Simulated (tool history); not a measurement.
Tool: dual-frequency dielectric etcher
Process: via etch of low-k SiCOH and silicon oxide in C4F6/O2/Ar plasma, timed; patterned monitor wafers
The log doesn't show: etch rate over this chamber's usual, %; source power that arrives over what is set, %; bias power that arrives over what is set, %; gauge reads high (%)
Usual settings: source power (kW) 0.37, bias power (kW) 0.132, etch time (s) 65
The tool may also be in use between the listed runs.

| run | hour | source power (kW) | bias power (kW) | etch time (s) | wafers since the last listed run | hours since the last wet clean | hours since the last source power generator calibration | hours since the last bias power generator calibration | hours since the last upper electrode change | hours since the gauge calibration | read-back reference wafer on the same gauge, depth_nm | mean etch depth across the wafer (angstrom) |
|---|---|---|---|---|---|---|---|---|---|---|---|---|
| 1 | 0 | 0.37 | 0.139 | 65 | 0 | 35.7 | 2582.8 | 1315.5 | 1971.3 | 1797.4 | 149.4 | 1753 |
| 2 | 57 | 0.37 | 0.117 | 65 | 750 | 92.7 | 2639.8 | 1372.5 | 2028.3 | 1854.4 | 149.5 | 1646 |
| 3 | 106.3 | 0.37 | 0.117 | 65 | 649 | 142 | 2689.1 | 1421.8 | 2077.6 | 1903.7 | 149.4 | 1669 |
| 4 | 152.1 | 0.37 | 0.132 | 73.5 | 603 | 187.8 | 2734.9 | 1467.6 | 2123.4 | 1949.5 | 150.2 | 1962 |
| 5 | 192 | 0.37 | 0.132 | 73.5 | 525 | 227.7 | 2774.8 | 1507.5 | 2163.3 | 1989.4 | 150.3 | 1973 |
|  | 200.7 | source power generator calibrated |
|  | 201.7 | gauge calibrated |
| 6 | 229.8 | 0.37 | 0.132 | 73.5 | 445 | 265.5 | 29.1 | 1545.3 | 2201.1 | 28.1 | 144 | 1872 |
| 7 | 284.8 | 0.37 | 0.132 | 65 | 724 | 320.5 | 84.1 | 1600.3 | 2256.1 | 83.1 | 143.9 | 1656 |
| 8 | 325.1 | 0.37 | 0.132 | 65 | 530 | 360.8 | 124.4 | 1640.6 | 2296.4 | 123.4 | 143.8 | 1666 |
| 9 | 363.7 | 0.37 | 0.151 | 65 | 508 | 399.4 | 163 | 1679.2 | 2335 | 162 | 144 | 1740 |
| 10 | 401.3 | 0.4 | 0.108 | 83.5 | 495 | 437 | 200.6 | 1716.8 | 2372.6 | 199.6 | 144.4 | 2125 |
| 11 | 456.8 | 0.41 | 0.116 | 56.5 | 730 | 492.5 | 256.1 | 1772.3 | 2428.1 | 255.1 | 144.3 | 1465 |
| 12 | 504.2 | 0.37 | 0.132 | 65 | 624 | 539.9 | 303.5 | 1819.7 | 2475.5 | 302.5 | 144.2 | 1664 |
| 13 | 536.5 | 0.33 | 0.109 | 45.5 | 425 | 572.2 | 335.8 | 1852 | 2507.8 | 334.8 | 144.2 | 1027 |
| 14 | 563.7 | 0.32 | 0.145 | 65 | 358 | 599.4 | 363 | 1879.2 | 2535 | 362 | 144.1 | 1562 |
|  | 588.6 | wet clean of the chamber |
|  | 651.2 | bias power generator calibrated |
| 15 | 651.7 | 0.37 | 0.132 | 65 | 790 | 63.1 | 451 | 0.5 | 2623 | 450 | 144.3 | 1651 |
|  | 706.2 | upper electrode replaced |
| 16 | 863.5 | 0.29 | 0.152 | 65 | 2473 | 274.9 | 662.8 | 212.3 | 157.3 | 661.8 | 144.7 | 1496 |
| 17 | 895.6 | 0.37 | 0.132 | 65 | 422 | 307 | 694.9 | 244.4 | 189.4 | 693.9 | 144.8 | 1674 |
| 18 | 942.1 | 0.37 | 0.132 | 65 | 612 | 353.5 | 741.4 | 290.9 | 235.9 | 740.4 | 144.9 | 1655 |
| 19 | 1005.5 | 0.37 | 0.132 | 65 | 835 | 416.9 | 804.8 | 354.3 | 299.3 | 803.8 | 144.8 | 1676 |
| 20 | 1068 | 0.37 | 0.132 | 65 | 823 | 479.4 | 867.3 | 416.8 | 361.8 | 866.3 | 145.1 | 1667 |
| 21 | 1118.5 | 0.37 | 0.132 | 65 | 665 | 529.9 | 917.8 | 467.3 | 412.3 | 916.8 | 145.3 | 1667 |
|  | 1166.9 | wet clean of the chamber |
| 22 | 1174.8 | 0.31 | 0.132 | 65 | 425 | 7.9 | 974.1 | 523.6 | 468.6 | 973.1 | 145.6 | 1501 |
| 23 | 1233 | 0.37 | 0.132 | 55 | 766 | 66.1 | 1032.3 | 581.8 | 526.8 | 1031.3 | 145.8 | 1431 |
| 24 | 1291.5 | 0.45 | 0.161 | 77 | 770 | 124.6 | 1090.8 | 640.3 | 585.3 | 1089.8 | 145.6 | 2358 |
| 25 | 1352.1 | 0.34 | 0.101 | 82 | 798 | 185.2 | 1151.4 | 700.9 | 645.9 | 1150.4 | 146.1 | 1855 |
| 26 | 1419.6 | 0.31 | 0.132 | 59.5 | 889 | 252.7 | 1218.9 | 768.4 | 713.4 | 1217.9 | 146.4 | 1372 |
| 27 | 1453.8 | 0.37 | 0.132 | 65 | 450 | 286.9 | 1253.1 | 802.6 | 747.6 | 1252.1 | 146.3 | 1684 |
| 28 | 1519 | 0.33 | 0.159 | 79.5 | 858 | 352.1 | 1318.3 | 867.8 | 812.8 | 1317.3 | 146.8 | 2057 |

Forecast each of these 5 alternatives for the next run:
| A | 1519.4 | 0.39 | 0.132 | 65 | 5 | 352.5 | 1318.7 | 868.2 | 813.2 | 1317.7 | ? | ? |
| B | 1519.4 | 0.31 | 0.157 | 74.5 | 5 | 352.5 | 1318.7 | 868.2 | 813.2 | 1317.7 | ? | ? |
| C | 1519.4 | 0.33 | 0.147 | 79.5 | 5 | 352.5 | 1318.7 | 868.2 | 813.2 | 1317.7 | ? | ? |
| D | 1519.4 | 0.43 | 0.106 | 65 | 5 | 352.5 | 1318.7 | 868.2 | 813.2 | 1317.7 | ? | ? |
| E | 1519.4 | 0.37 | 0.111 | 75.5 | 5 | 352.5 | 1318.7 | 868.2 | 813.2 | 1317.7 | ? | ? |

| run | read-back reference wafer on the same gauge, depth_nm | mean etch depth across the wafer (angstrom) |
|---|---|---|
| A | 146.7 | 1756 |
| B | 146.7 | 1852 |
| C | 146.7 | 2011 |
| D | 146.7 | 1739 |
| E | 146.7 | 1878 |
Without the tool's hidden state the same runs would have given:
| run | mean etch depth across the wafer (angstrom) |
|---|---|
| A | 1736 |
| B | 1831 |
| C | 1989 |
| D | 1720 |
| E | 1857 |
